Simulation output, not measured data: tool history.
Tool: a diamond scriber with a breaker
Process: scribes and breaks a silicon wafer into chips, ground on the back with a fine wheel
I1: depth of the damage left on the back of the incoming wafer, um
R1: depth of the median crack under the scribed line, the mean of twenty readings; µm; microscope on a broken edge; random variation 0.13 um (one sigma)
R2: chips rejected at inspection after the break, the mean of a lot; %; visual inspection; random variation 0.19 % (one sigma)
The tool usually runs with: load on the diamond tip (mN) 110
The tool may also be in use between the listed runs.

{"run": 1, "hour": 0.0, "load on the diamond tip (mN)": 118, "I1": 1.58, "R1": 7.59, "R2": 3.45}
{"run": 2, "hour": 14.7, "load on the diamond tip (mN)": 118, "I1": 2.17, "R1": 7.32, "R2": 5.25}
{"run": 3, "hour": 27.0, "load on the diamond tip (mN)": 118, "I1": 2.15, "R1": 7.51, "R2": 5.04}
{"run": 4, "hour": 40.8, "load on the diamond tip (mN)": 110, "I1": 2.19, "R1": 7.01, "R2": 6.4}
{"run": 5, "hour": 57.1, "load on the diamond tip (mN)": 110, "I1": 2.35, "R1": 6.88, "R2": 7.52}
{"run": 6, "hour": 73.9, "load on the diamond tip (mN)": 110, "I1": 2.83, "R1": 6.98, "R2": 10.32}
{"run": 7, "hour": 90.5, "load on the diamond tip (mN)": 110, "I1": 2.08, "R1": 6.73, "R2": 6.17}
{"run": 8, "hour": 105.0, "load on the diamond tip (mN)": 110, "I1": 2.89, "R1": 6.98, "R2": 10.61}
{"run": 9, "hour": 120.0, "load on the diamond tip (mN)": 110, "I1": 2.53, "R1": 6.74, "R2": 8.84}
{"run": 10, "hour": 131.4, "load on the diamond tip (mN)": 110, "I1": 2.11, "R1": 6.76, "R2": 7.26}
{"run": 11, "hour": 143.1, "load on the diamond tip (mN)": 110, "I1": 1.63, "R1": 6.87, "R2": 5.14}
{"run": 12, "hour": 150.6, "load on the diamond tip (mN)": 84, "I1": 2.42, "R1": 5.84, "R2": 16.78}
{"run": 13, "hour": 165.3, "load on the diamond tip (mN)": 84, "I1": 2.22, "R1": 5.88, "R2": 14.02}
{"run": 14, "hour": 175.1, "load on the diamond tip (mN)": 100, "I1": 2.91, "R1": 6.53, "R2": 14.4}
{"hour": 182.8, "done": "diamond tip replaced by a new one"}
{"run": 15, "hour": 186.6, "load on the diamond tip (mN)": 100, "I1": 2.38, "R1": 7.6, "R2": 5.42}
{"run": 16, "hour": 192.9, "load on the diamond tip (mN)": 110, "I1": 2.29, "R1": 7.84, "R2": 4.45}
{"run": 17, "hour": 200.4, "load on the diamond tip (mN)": 110, "I1": 2.09, "R1": 7.71, "R2": 3.86}
{"run": 18, "hour": 217.9, "load on the diamond tip (mN)": 110, "I1": 2.79, "R1": 7.76, "R2": 7.24}
{"run": 19, "hour": 227.0, "load on the diamond tip (mN)": 80, "I1": 1.73, "R1": 6.39, "R2": 8.15}
{"run": 20, "hour": 240.9, "load on the diamond tip (mN)": 110, "I1": 2.35, "R1": 7.25, "R2": 5.26}
{"run": 21, "hour": 248.5, "load on the diamond tip (mN)": 96, "I1": 2.81, "R1": 7.04, "R2": 10.67}
{"run": 22, "hour": 255.7, "load on the diamond tip (mN)": 96, "I1": 2.73, "R1": 6.79, "R2": 9.76}
{"run": 23, "hour": 266.2, "load on the diamond tip (mN)": 98, "I1": 1.7, "R1": 6.91, "R2": 5.28}
{"run": 24, "hour": 272.7, "load on the diamond tip (mN)": 82, "I1": 2.47, "R1": 6.14, "R2": 13.81}
{"run": 25, "hour": 290.2, "load on the diamond tip (mN)": 125, "I1": 2.57, "R1": 7.7, "R2": 5.64}
{"run": 26, "hour": 297.8, "load on the diamond tip (mN)": 97, "I1": 2.55, "R1": 6.55, "R2": 9.79}
{"run": 27, "hour": 313.6, "load on the diamond tip (mN)": 93, "I1": 2.12, "R1": 6.66, "R2": 8.74}
{"run": 28, "hour": 324.4, "load on the diamond tip (mN)": 137, "I1": 2.08, "R1": 8.11, "R2": 3.59}
{"run": 29, "hour": 341.0, "load on the diamond tip (mN)": 96, "I1": 1.84, "R1": 6.81, "R2": 7.32}
{"hour": 359.7, "done": "load on the tip recalibrated"}
{"run": 30, "hour": 380.9, "load on the diamond tip (mN)": 86, "I1": 1.56, "R1": 6.04, "R2": 9.74}
{"run": 31, "hour": 389.5, "load on the diamond tip (mN)": 110, "I1": 2.35, "R1": 7.05, "R2": 7.74}
{"run": 32, "hour": 406.5, "load on the diamond tip (mN)": 99, "I1": 1.58, "R1": 6.66, "R2": 6.6}
{"run": 33, "hour": 414.0, "load on the diamond tip (mN)": 132, "I1": 1.93, "R1": 7.7, "R2": 3.87}
{"run": 34, "hour": 420.9, "load on the diamond tip (mN)": 128, "I1": 2.37, "R1": 7.54, "R2": 5.58}
{"run": 35, "hour": 433.4, "load on the diamond tip (mN)": 127, "I1": 2.47, "R1": 7.65, "R2": 5.36}
{"run": 36, "hour": 441.1, "load on the diamond tip (mN)": 81, "I1": 2.13, "R1": 5.78, "R2": 13.2}
{"hour": 453.7, "done": "diamond tip replaced by a new one"}
{"run": 37, "hour": 478.3, "load on the diamond tip (mN)": 126, "I1": 2.68, "R1": 8.37, "R2": 5.63}

Forecast each of these 5 alternatives for the next run:
{"run": "A", "hour": 479.0, "load on the diamond tip (mN)": 110, "I1": 1.73, "R1": "?", "R2": "?"}
{"run": "B", "hour": 479.0, "load on the diamond tip (mN)": 90, "I1": 1.73, "R1": "?", "R2": "?"}
{"run": "C", "hour": 479.0, "load on the diamond tip (mN)": 77, "I1": 1.73, "R1": "?", "R2": "?"}
{"run": "D", "hour": 479.0, "load on the diamond tip (mN)": 133, "I1": 1.73, "R1": "?", "R2": "?"}
{"run": "E", "hour": 479.0, "load on the diamond tip (mN)": 129, "I1": 1.73, "R1": "?", "R2": "?"}

run=A R1=7.50 R2=3.11
run=B R1=6.79 R2=5.35
run=C R1=6.31 R2=8.47
run=D R1=8.27 R2=3.23
run=E R1=8.14 R2=3.05
Without the tool's hidden state the same runs would have given:
run=A R1=7.74 R2=2.89
run=B R1=7.01 R2=4.39
run=C R1=6.51 R2=7.00
run=D R1=8.53 R2=3.76
run=E R1=8.40 R2=3.46

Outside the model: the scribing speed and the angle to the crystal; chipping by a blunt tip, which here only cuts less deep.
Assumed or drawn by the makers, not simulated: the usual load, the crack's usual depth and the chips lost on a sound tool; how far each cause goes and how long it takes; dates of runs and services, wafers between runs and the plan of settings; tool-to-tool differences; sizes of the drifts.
